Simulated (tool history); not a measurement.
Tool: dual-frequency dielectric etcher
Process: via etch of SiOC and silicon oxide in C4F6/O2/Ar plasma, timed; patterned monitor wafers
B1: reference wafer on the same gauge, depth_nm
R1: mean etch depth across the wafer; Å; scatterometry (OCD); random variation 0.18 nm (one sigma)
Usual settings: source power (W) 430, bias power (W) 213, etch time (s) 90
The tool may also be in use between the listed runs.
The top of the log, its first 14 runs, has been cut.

Run 15, hour 192.6: usual settings but source power (W) 500, bias power (W) 239, etch time (s) 100; B1 102. Result: R1 1408 Å.
At hour 200.4: source power generator calibrated.
Run 16, hour 203.5: usual settings; B1 102. Result: R1 1181 Å.
Run 17, hour 211.4: usual settings; B1 102. Result: R1 1178 Å.
Run 18, hour 218.1: usual settings but source power (W) 510, bias power (W) 246, etch time (s) 108; B1 102. Result: R1 1541 Å.
Run 19, hour 230.8: usual settings but source power (W) 390, bias power (W) 177; B1 102. Result: R1 1097 Å.
Run 20, hour 239.8: usual settings; B1 102. Result: R1 1175 Å.
Run 21, hour 251.4: usual settings but source power (W) 390, etch time (s) 69.5; B1 102. Result: R1 889 Å.
At hour 253.8: gauge calibrated.
Run 22, hour 263: usual settings but source power (W) 510, bias power (W) 168; B1 102. Result: R1 1161 Å.
Run 23, hour 277.3: usual settings but source power (W) 490; B1 102. Result: R1 1219 Å.
Run 24, hour 294.8: usual settings; B1 102. Result: R1 1180 Å.
Run 25, hour 308.6: usual settings but etch time (s) 81; B1 102. Result: R1 1058 Å.
Run 26, hour 315.7: usual settings but etch time (s) 113; B1 102. Result: R1 1479 Å.
Run 27, hour 325: usual settings but source power (W) 500, bias power (W) 191, etch time (s) 97; B1 102. Result: R1 1285 Å.
Run 28, hour 338.6: usual settings; B1 102. Result: R1 1174 Å.
Run 29, hour 350.1: usual settings but source power (W) 470, bias power (W) 259, etch time (s) 105.5; B1 102. Result: R1 1490 Å.
Run 30, hour 364.1: usual settings but source power (W) 330, etch time (s) 79; B1 102. Result: R1 970 Å.

Forecast each of these 4 alternatives for the next run:
Run A, hour 364.5: usual settings but source power (W) 400; B1 ?. Result: R1 ?.
Run B, hour 364.5: usual settings but bias power (W) 239, etch time (s) 106.5; B1 ?. Result: R1 ?.
Run C, hour 364.5: usual settings but source power (W) 480; B1 ?. Result: R1 ?.
Run D, hour 364.5: usual settings but etch time (s) 101; B1 ?. Result: R1 ?.

run   B1    R1
  A  102  1156
  B  102  1436
  C  102  1210
  D  102  1320
Without the tool's hidden state the same runs would have given:
run    R1
  A  1162
  B  1444
  C  1217
  D  1328
